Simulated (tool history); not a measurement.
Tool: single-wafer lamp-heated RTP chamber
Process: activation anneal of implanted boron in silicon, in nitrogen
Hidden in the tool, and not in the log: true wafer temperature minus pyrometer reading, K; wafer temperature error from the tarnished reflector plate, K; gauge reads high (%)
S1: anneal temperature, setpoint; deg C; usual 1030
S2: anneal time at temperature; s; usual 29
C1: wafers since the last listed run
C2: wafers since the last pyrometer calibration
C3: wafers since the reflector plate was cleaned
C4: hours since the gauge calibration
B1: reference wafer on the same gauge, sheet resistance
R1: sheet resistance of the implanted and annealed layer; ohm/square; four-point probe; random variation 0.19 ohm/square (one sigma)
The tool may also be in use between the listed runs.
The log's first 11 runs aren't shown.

-- hour=775.8 gauge calibrated
run 12 hour=804 | S1=1030 S2=21 | C1=1171 C2=1518 C3=6461 C4=28.2 | B1=123.03 | R1=123.81
run 13 hour=855.5 | S1=1030 S2=29 | C1=959 C2=2477 C3=7421 C4=79.7 | B1=122.95 | R1=123.88
run 14 hour=884 | S1=1049 S2=45 | C1=530 C2=3008 C3=7951 C4=108.2 | B1=122.99 | R1=121.96
-- hour=916.2 reflector plate cleaned
run 15 hour=940 | S1=1050 S2=23 | C1=893 C2=3902 C3=443 C4=164.2 | B1=122.97 | R1=123.32
run 16 hour=976.5 | S1=1021 S2=22 | C1=679 C2=4582 C3=1123 C4=200.7 | B1=122.96 | R1=124.27
run 17 hour=1006.3 | S1=1030 S2=29 | C1=555 C2=5137 C3=1678 C4=230.5 | B1=122.98 | R1=123.25
run 18 hour=1040.9 | S1=1030 S2=29 | C1=644 C2=5781 C3=2322 C4=265.1 | B1=123.1 | R1=123.76
run 19 hour=1067 | S1=1014 S2=13 | C1=486 C2=6267 C3=2808 C4=291.2 | B1=123.05 | R1=125.63
run 20 hour=1130.3 | S1=1014 S2=44 | C1=1178 C2=7446 C3=3987 C4=354.5 | B1=123.03 | R1=123.88
run 21 hour=1157 | S1=1030 S2=29 | C1=497 C2=7944 C3=4485 C4=381.2 | B1=123.03 | R1=123.32
run 22 hour=1182.3 | S1=1030 S2=29 | C1=471 C2=8415 C3=4956 C4=406.5 | B1=122.93 | R1=123.26
run 23 hour=1239.2 | S1=1002 S2=38 | C1=1059 C2=9475 C3=6016 C4=463.4 | B1=123.06 | R1=124.95
-- hour=1249.7 pyrometer window cleaned and pyrometer calibrated
run 24 hour=1301.4 | S1=1002 S2=37 | C1=1009 C2=962 C3=7025 C4=525.6 | B1=122.99 | R1=126.13
run 25 hour=1327 | S1=1030 S2=29 | C1=476 C2=1438 C3=7502 C4=551.2 | B1=122.98 | R1=123.48
run 26 hour=1351.6 | S1=1030 S2=43 | C1=458 C2=1897 C3=7960 C4=575.8 | B1=123 | R1=122.98
run 27 hour=1410.2 | S1=1017 S2=29 | C1=1091 C2=2988 C3=9051 C4=634.4 | B1=122.98 | R1=123.88
run 28 hour=1452.9 | S1=1044 S2=40 | C1=795 C2=3783 C3=9847 C4=677.1 | B1=122.98 | R1=122.5
run 29 hour=1496.3 | S1=1008 S2=22 | C1=808 C2=4592 C3=10655 C4=720.5 | B1=123.1 | R1=125.54
-- hour=1522.3 reflector plate cleaned
run 30 hour=1554.6 | S1=1030 S2=29 | C1=936 C2=5528 C3=602 C4=778.8 | B1=122.99 | R1=123.43
run 31 hour=1600.7 | S1=1011 S2=29 | C1=858 C2=6387 C3=1460 C4=824.9 | B1=122.98 | R1=124.2
run 32 hour=1657.6 | S1=1057 S2=18 | C1=1059 C2=7447 C3=2520 C4=881.8 | B1=123.08 | R1=123.36
-- hour=1699 pyrometer window cleaned and pyrometer calibrated
run 33 hour=1758.5 | S1=1050 S2=44 | C1=1730 C2=1108 C3=4250 C4=982.7 | B1=122.96 | R1=122.49
run 34 hour=1805.7 | S1=1030 S2=29 | C1=879 C2=1987 C3=5130 C4=1029.9 | B1=122.99 | R1=123.73
run 35 hour=1862.6 | S1=1053 S2=29 | C1=1059 C2=3047 C3=6189 C4=1086.8 | B1=123.11 | R1=122.67
run 36 hour=1912.9 | S1=1021 S2=43 | C1=936 C2=3984 C3=7126 C4=1137.1 | B1=123.05 | R1=123.25

4 ways to go on from here, each from the tool as it stands after run 36. What would each give?
run A hour=1913.3 | S1=1030 S2=22 | C1=7 C2=3991 C3=7134 C4=1137.5 | B1=? | R1=?
run B hour=1913.3 | S1=1012 S2=45 | C1=7 C2=3991 C3=7134 C4=1137.5 | B1=? | R1=?
run C hour=1913.3 | S1=1051 S2=23 | C1=7 C2=3991 C3=7134 C4=1137.5 | B1=? | R1=?
run D hour=1913.3 | S1=1010 S2=19 | C1=7 C2=3991 C3=7134 C4=1137.5 | B1=? | R1=?

run=A B1=123.04 R1=123.82
run=B B1=123.04 R1=123.98
run=C B1=123.04 R1=123.2
run=D B1=123.04 R1=125.31
Without the tool's hidden state the same runs would have given:
run=A R1=124.39
run=B R1=125.06
run=C R1=123.46
run=D R1=126.87
